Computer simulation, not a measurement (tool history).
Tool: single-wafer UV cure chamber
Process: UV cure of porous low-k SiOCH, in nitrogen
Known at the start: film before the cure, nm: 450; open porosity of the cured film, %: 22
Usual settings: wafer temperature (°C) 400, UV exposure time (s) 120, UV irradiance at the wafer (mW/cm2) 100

run    hour  wafer temperature (°C)  UV exposure time (s)  UV irradiance at the wafer (mW/cm2)  loss of film thickness in the cure (%)
  1     0.0                     400                   120                                  100                                   8.390
  2    51.5                     400                   120                                  100                                   8.361
  3   103.2                     400                   120                                   76                                   7.139
  4   156.3                     400                   120                                   76                                   7.015
  5   227.7                     400                   120                                   76                                   7.065
  6   266.3                     400                   120                                  100                                   8.068
      352.8  -- quartz window cleaned
  7   441.1                     400                   120                                  100                                   8.437
  8   475.1                     400                   120                                  100                                   8.383
  9   546.1                     400                   120                                  100                                   8.373
 10   583.2                     400                   120                                  132                                   9.516
 11   618.8                     400                   120                                  132                                   9.405
 12   681.9                     400                   120                                  100                                   8.345
 13   751.4                     400                   120                                  100                                   8.318
 14   776.3                     400                   120                                  100                                   8.156
      839.0  -- quartz window cleaned
 15   931.7                     400                   120                                   85                                   7.744
 16   987.3                     413                    70                                  100                                   6.456
 17  1048.0                     413                    70                                  100                                   6.416
 18  1109.0                     413                    70                                  100                                   6.277
 19  1150.9                     394                    55                                  100                                   5.180
 20  1179.4                     408                    95                                  100                                   7.427
     1201.5  -- UV bulbs replaced
 21  1208.2                     400                   120                                  100                                   8.263
 22  1265.2                     390                    75                                  100                                   6.115
 23  1301.2                     400                   155                                  126                                  10.224
 24  1368.1                     387                   160                                   86                                   8.347
     1380.8  -- quartz window cleaned
 25  1431.7                     400                   120                                  100                                   8.466
 26  1479.3                     415                   175                                  133                                  11.331
 27  1507.5                     400                   120                                  100                                   8.174
 28  1564.7                     385                    90                                  132                                   7.901
 29  1664.5                     395                   120                                   79                                   7.318
 30  1725.3                     381                    70                                   65                                   4.272
 31  1789.1                     400                   120                                   76                                   7.010
 32  1850.3                     388                    95                                  119                                   7.762
 33  1884.6                     394                   155                                   73                                   7.833
     1899.2  -- quartz window cleaned
 34  1917.4                     385                    90                                  132                                   8.131
 35  1971.9                     400                   120                                  100                                   8.298
 36  2025.9                     400                   120                                   85                                   7.680
 37  2056.9                     410                   120                                   79                                   7.623

Forecast each of these 5 alternatives for the next run:
  A  2057.4                     415                   120                                  100                                       ?
  B  2057.4                     380                    80                                  120                                       ?
  C  2057.4                     383                   150                                  135                                       ?
  D  2057.4                     409                   150                                  100                                       ?
  E  2057.4                     415                   140                                  100                                       ?

run  loss of film thickness in the cure (%)
  A                                   8.551
  B                                   7.092
  C                                  10.251
  D                                   9.396
  E                                   9.197
Without the tool's hidden state the same runs would have given:
run  loss of film thickness in the cure (%)
  A                                   8.622
  B                                   7.160
  C                                  10.325
  D                                   9.468
  E                                   9.270
